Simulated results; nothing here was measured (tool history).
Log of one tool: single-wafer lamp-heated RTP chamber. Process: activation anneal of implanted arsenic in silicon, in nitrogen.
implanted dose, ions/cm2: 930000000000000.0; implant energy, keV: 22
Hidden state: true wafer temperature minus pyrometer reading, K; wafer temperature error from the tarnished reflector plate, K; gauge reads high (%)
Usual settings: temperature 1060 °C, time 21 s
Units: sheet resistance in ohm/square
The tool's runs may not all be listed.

run,hour,temperature,time,wafers since the last listed run,wafers since the last pyrometer calibration,wafers since the reflector plate was cleaned,hours since the gauge calibration,"read-back reference wafer on the same gauge, sheet resistance",sheet resistance
1,0.0,1060,21,0,133,11534,60.8,141.04,121.11
2,13.6,1060,21,132,266,11667,74.4,140.87,120.78
3,21.8,1060,21,79,345,11746,82.6,140.99,120.35
4,38.1,1060,21,158,504,11905,98.9,140.93,119.76
5,46.6,1060,14,82,586,11987,107.4,140.93,124.07
6,63.9,1060,14,168,755,12156,124.7,141.24,124.01
7,79.6,1060,21,152,907,12308,140.4,141.08,120.00
8,91.9,1060,21,119,1027,12428,152.7,141.04,120.24
9,109.5,1060,21,171,1198,12599,170.3,140.81,119.43
10,124.1,1060,21,141,1340,12741,184.9,140.92,119.87
# hour 130.9: gauge calibrated
# hour 137.7: reflector plate cleaned
11,140.3,1060,21,79,1420,25,9.4,140.63,119.52
# hour 161.8: pyrometer window cleaned and pyrometer calibrated
12,162.3,1051,14,136,4,161,31.4,141.11,123.58
13,167.3,1060,21,48,52,209,36.4,141.05,118.49
14,183.4,1035,21,156,209,366,52.5,141.27,123.03
15,197.1,1060,26,133,342,499,66.2,140.90,116.15
16,213.6,1046,21,160,503,659,82.7,141.22,120.64
# hour 226.0: pyrometer window cleaned and pyrometer calibrated, repeated, since the last time left the tool worse
17,226.5,1060,30,47,5,707,95.6,140.62,117.97
18,229.2,1089,25,26,31,733,98.3,141.01,114.17
19,238.0,1060,21,85,117,819,107.1,140.73,121.07
20,245.7,1060,32,74,191,894,114.8,141.02,117.01
21,262.2,1084,14,160,352,1054,131.3,141.20,119.46
22,272.2,1036,33,97,449,1151,141.3,141.09,121.19
23,284.3,1040,33,117,567,1269,153.4,140.77,119.98

Some steps in sheet resistance between neighbouring runs. How much of each would the tool show without its hidden state too (settings, what came in, random variation), and how much is left for the hidden state, with any gauge scatter that isn't in both results?
Run 11 -> 12: temperature 1060 -> 1051, time 21 -> 14, pyrometer window cleaned and pyrometer calibrated. sheet resistance +4.06 ohm/square: hidden state -0.84, all else +4.90.
Run 14 -> 15: temperature 1035 -> 1060, time 21 -> 26. sheet resistance -6.88 ohm/square: hidden state -0.17, all else -6.71.
Run 16 -> 17: temperature 1046 -> 1060, time 21 -> 30, pyrometer window cleaned and pyrometer calibrated, repeated, since the last time left the tool worse. sheet resistance -2.67 ohm/square: hidden state +2.73, all else -5.40.
Run 18 -> 19: temperature 1089 -> 1060, time 25 -> 21. sheet resistance +6.90 ohm/square: hidden state -0.16, all else +7.06.
